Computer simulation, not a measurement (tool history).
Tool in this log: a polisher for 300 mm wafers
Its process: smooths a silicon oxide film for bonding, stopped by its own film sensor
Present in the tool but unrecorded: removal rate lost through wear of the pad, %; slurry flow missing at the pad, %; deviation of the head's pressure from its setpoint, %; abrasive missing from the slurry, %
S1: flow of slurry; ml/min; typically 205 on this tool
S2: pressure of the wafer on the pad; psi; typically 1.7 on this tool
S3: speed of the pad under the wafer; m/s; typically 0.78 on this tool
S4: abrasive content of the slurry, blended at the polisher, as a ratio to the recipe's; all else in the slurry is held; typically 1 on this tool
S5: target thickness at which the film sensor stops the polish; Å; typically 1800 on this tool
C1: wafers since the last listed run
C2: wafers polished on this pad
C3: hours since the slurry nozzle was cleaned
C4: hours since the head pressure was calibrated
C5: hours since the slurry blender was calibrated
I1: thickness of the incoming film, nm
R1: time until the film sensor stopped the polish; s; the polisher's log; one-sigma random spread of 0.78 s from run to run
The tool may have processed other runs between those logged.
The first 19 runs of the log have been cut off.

{"run": 20, "hour": 879.3, "S1": 225, "S2": 2, "S3": 0.7, "S4": 0.75, "S5": 1800, "C1": 507, "C2": 1604, "C3": 318.8, "C4": 683, "C5": 88.4, "I1": 232.6, "R1": 95.3}
{"run": 21, "hour": 929.9, "S1": 205, "S2": 2.3, "S3": 0.78, "S4": 1, "S5": 1720, "C1": 454, "C2": 2058, "C3": 369.4, "C4": 733.6, "C5": 139, "I1": 230.7, "R1": 79.8}
{"run": 22, "hour": 986.4, "S1": 180, "S2": 1.7, "S3": 1.06, "S4": 1.15, "S5": 1700, "C1": 507, "C2": 2566, "C3": 425.9, "C4": 790.1, "C5": 195.5, "I1": 230.4, "R1": 84}
{"hour": 1008.7, "done": "worn pad replaced by a new one"}
{"run": 23, "hour": 1015.7, "S1": 205, "S2": 1.7, "S3": 0.78, "S4": 1, "S5": 1800, "C1": 227, "C2": 63, "C3": 455.2, "C4": 819.4, "C5": 224.8, "I1": 227.3, "R1": 83.6}
{"hour": 1033.4, "done": "head pressure recalibrated"}
{"run": 24, "hour": 1042.8, "S1": 205, "S2": 1.5, "S3": 0.78, "S4": 1, "S5": 1800, "C1": 225, "C2": 288, "C3": 482.3, "C4": 9.4, "C5": 251.9, "I1": 231.6, "R1": 101.9}
{"run": 25, "hour": 1081.1, "S1": 205, "S2": 1.2, "S3": 0.78, "S4": 1, "S5": 1800, "C1": 343, "C2": 632, "C3": 520.6, "C4": 47.7, "C5": 290.2, "I1": 232.4, "R1": 125.5}
{"hour": 1084.1, "done": "slurry blender recalibrated"}
{"run": 26, "hour": 1122.2, "S1": 205, "S2": 1.3, "S3": 0.78, "S4": 1.25, "S5": 1860, "C1": 351, "C2": 983, "C3": 561.7, "C4": 88.8, "C5": 38.1, "I1": 225.9, "R1": 84.2}
{"run": 27, "hour": 1166.0, "S1": 165, "S2": 1.7, "S3": 0.78, "S4": 1, "S5": 1800, "C1": 393, "C2": 1376, "C3": 605.5, "C4": 132.6, "C5": 81.9, "I1": 226, "R1": 84.8}
{"run": 28, "hour": 1211.7, "S1": 205, "S2": 2.3, "S3": 0.78, "S4": 1, "S5": 1720, "C1": 410, "C2": 1787, "C3": 651.2, "C4": 178.3, "C5": 127.6, "I1": 227, "R1": 73.6}

What will run 29 give?
{"run": 29, "hour": 1254.1, "S1": 205, "S2": 1.7, "S3": 0.78, "S4": 1.15, "S5": 1800, "C1": 380, "C2": 2167, "C3": 693.6, "C4": 220.7, "C5": 170, "I1": 231.4, "R1": "?"}

{"run 29": {"R1": 87.9}}
If the tool had no hidden condition, the same run with the same run-to-run variation would have returned R1 84.9 s.
